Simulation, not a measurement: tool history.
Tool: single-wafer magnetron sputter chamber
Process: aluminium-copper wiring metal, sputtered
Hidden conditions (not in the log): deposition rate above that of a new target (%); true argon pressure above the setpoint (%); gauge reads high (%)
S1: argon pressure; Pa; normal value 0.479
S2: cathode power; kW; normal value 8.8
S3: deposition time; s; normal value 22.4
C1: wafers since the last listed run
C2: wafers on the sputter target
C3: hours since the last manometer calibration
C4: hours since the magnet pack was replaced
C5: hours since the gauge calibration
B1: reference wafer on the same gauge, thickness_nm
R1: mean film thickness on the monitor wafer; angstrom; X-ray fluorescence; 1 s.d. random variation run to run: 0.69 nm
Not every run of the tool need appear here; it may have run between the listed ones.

run    hour     S1    S2    S3    C1    C2      C3      C4      C5       B1       R1
  1       0  0.479   8.8  22.4     0  2723   419.5    4827   990.4  305.963  3345.98
  2    99.3  0.479   8.8  22.4  4281  7004   518.8  4926.3  1089.7  305.994  3315.26
  3   153.4  0.479   8.8  22.4  2332  9337   572.9  4980.4  1143.8  305.877  3301.54
      168.2  -- sputter target and shields replaced
  4   258.8  0.479   8.8  22.4  4199  3906   678.3  5085.8  1249.2  306.013  3345.01
  5     307  0.479    10  22.4  2078  5984   726.5    5134  1297.4  305.969  3783.95
  6   346.2  0.479   8.8  22.4  1690  7674   765.7  5173.2  1336.6  306.068  3321.31
        425  -- sputter target and shields replaced
  7   425.5  0.479   8.8  22.4  3074    20     845  5252.5  1415.9  306.086   3341.6
        473  -- magnet pack replaced, of another model than before
  8   524.4  0.596   8.8  20.5  3919  3939   943.9    51.4  1514.8  305.938  2909.45
      542.6  -- gauge calibrated
      629.1  -- sputter target and shields replaced
  9   632.2  0.479  7.75  19.2  4303   135  1051.7   159.2    89.6  305.875  2524.05
      757.2  -- capacitance manometer re-zeroed and calibrated
 10   780.7  0.548   8.8  23.8  6058  6193    23.5   307.7   238.1  305.963  3424.44
      831.6  -- sputter target and shields replaced
 11   832.1  0.389  9.55  22.4  1871    21    74.9   359.1   289.5  305.957  3783.55
 12   898.3   0.34  6.85    21  2854  2876   141.1   425.3   355.7  306.117  2575.72
 13   976.2  0.357  10.7  18.6  3358  6235     219   503.2   433.6  305.849  3542.17
     1045.4  -- sputter target and shields replaced
 14    1083  0.479   8.8  20.3  4260  1620   325.8     610   540.4  306.159  3038.42
 15  1169.3  0.479   8.8  22.4  3721  5341   412.1   696.3   626.7  305.938  3330.92

Consider 4 possible next runs. They are alternatives, not a sequence: every one starts from the tool as it was left by run 15. What does each give?
  A  1169.7  0.479    8.8  23.7  17  5358  412.5  696.7  627.1   ?   ?
  B  1169.7  0.294  10.75  20.7  17  5358  412.5  696.7  627.1   ?   ?
  C  1169.7  0.479    8.8  24.5  17  5358  412.5  696.7  627.1   ?   ?
  D  1169.7  0.479   9.85  22.4  17  5358  412.5  696.7  627.1   ?   ?

run       B1       R1
  A  306.008  3519.14
  B  306.008  4047.17
  C  306.008  3637.93
  D  306.008  3722.97
Stripped of hidden state, with their random variation kept, the same runs would have yielded:
run       R1
  A  3548.15
  B  4080.52
  C  3667.91
  D  3753.66
